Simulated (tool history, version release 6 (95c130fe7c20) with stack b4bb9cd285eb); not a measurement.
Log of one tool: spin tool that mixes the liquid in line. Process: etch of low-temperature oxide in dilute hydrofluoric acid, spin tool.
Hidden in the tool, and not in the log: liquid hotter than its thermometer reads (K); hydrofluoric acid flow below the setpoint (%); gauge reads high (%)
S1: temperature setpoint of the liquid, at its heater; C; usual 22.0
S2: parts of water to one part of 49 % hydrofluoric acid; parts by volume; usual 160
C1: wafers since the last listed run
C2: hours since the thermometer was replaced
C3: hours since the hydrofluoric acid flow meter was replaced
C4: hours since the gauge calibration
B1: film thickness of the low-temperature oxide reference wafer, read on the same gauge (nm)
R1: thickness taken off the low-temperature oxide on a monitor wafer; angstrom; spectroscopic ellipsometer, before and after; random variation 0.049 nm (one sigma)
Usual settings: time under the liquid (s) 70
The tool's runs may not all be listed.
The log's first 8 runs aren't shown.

run 9 hour=201.0 | S1=22.0 S2=160 time_under_the_liquid_(s)=70 | C1=248 C2=2248.5 C3=2504.7 C4=547.3 | B1=30.07 | R1=73.7
run 10 hour=217.6 | S1=22.0 S2=160 time_under_the_liquid_(s)=70 | C1=128 C2=2265.1 C3=2521.3 C4=563.9 | B1=30.06 | R1=74.0
run 11 hour=241.7 | S1=22.0 S2=160 time_under_the_liquid_(s)=70 | C1=187 C2=2289.2 C3=2545.4 C4=588.0 | B1=29.98 | R1=73.2
run 12 hour=265.8 | S1=22.0 S2=160 time_under_the_liquid_(s)=70 | C1=187 C2=2313.3 C3=2569.5 C4=612.1 | B1=29.97 | R1=74.4
-- hour=293.7 gauge calibrated
run 13 hour=298.5 | S1=22.0 S2=160 time_under_the_liquid_(s)=70 | C1=253 C2=2346.0 C3=2602.2 C4=4.8 | B1=30.01 | R1=74.0
run 14 hour=330.0 | S1=22.0 S2=160 time_under_the_liquid_(s)=70 | C1=244 C2=2377.5 C3=2633.7 C4=36.3 | B1=30.03 | R1=74.3
run 15 hour=360.0 | S1=22.0 S2=160 time_under_the_liquid_(s)=70 | C1=233 C2=2407.5 C3=2663.7 C4=66.3 | B1=30.05 | R1=75.2
run 16 hour=385.3 | S1=22.0 S2=200 time_under_the_liquid_(s)=70 | C1=196 C2=2432.8 C3=2689.0 C4=91.6 | B1=30.03 | R1=56.0
run 17 hour=406.8 | S1=22.0 S2=160 time_under_the_liquid_(s)=70 | C1=166 C2=2454.3 C3=2710.5 C4=113.1 | B1=30.03 | R1=75.0
run 18 hour=427.3 | S1=22.0 S2=160 time_under_the_liquid_(s)=70 | C1=159 C2=2474.8 C3=2731.0 C4=133.6 | B1=29.98 | R1=73.7
-- hour=450.2 hydrofluoric acid flow meter replaced
run 19 hour=459.6 | S1=20.0 S2=140 time_under_the_liquid_(s)=50 | C1=243 C2=2507.1 C3=9.4 C4=165.9 | B1=29.97 | R1=58.0
-- hour=465.1 thermometer replaced
run 20 hour=482.1 | S1=22.0 S2=160 time_under_the_liquid_(s)=70 | C1=166 C2=17.0 C3=31.9 C4=188.4 | B1=30.02 | R1=67.1
run 21 hour=512.0 | S1=22.0 S2=125 time_under_the_liquid_(s)=100 | C1=232 C2=46.9 C3=61.8 C4=218.3 | B1=30.00 | R1=129.9
run 22 hour=536.3 | S1=22.0 S2=160 time_under_the_liquid_(s)=90 | C1=188 C2=71.2 C3=86.1 C4=242.6 | B1=29.99 | R1=88.3
run 23 hour=566.0 | S1=22.0 S2=160 time_under_the_liquid_(s)=70 | C1=230 C2=100.9 C3=115.8 C4=272.3 | B1=30.00 | R1=67.8
run 24 hour=580.7 | S1=22.0 S2=205 time_under_the_liquid_(s)=55 | C1=114 C2=115.6 C3=130.5 C4=287.0 | B1=29.96 | R1=40.2

Run 25 comes next. What will it give?
run 25 hour=598.1 | S1=26.0 S2=160 time_under_the_liquid_(s)=95 | C1=135 C2=133.0 C3=147.9 C4=304.4 | B1=? | R1=?

{"run 25": {"B1": 29.99, "R1": 107.6}}
Without the tool's hidden state the same run would have given R1 106.8 angstrom.

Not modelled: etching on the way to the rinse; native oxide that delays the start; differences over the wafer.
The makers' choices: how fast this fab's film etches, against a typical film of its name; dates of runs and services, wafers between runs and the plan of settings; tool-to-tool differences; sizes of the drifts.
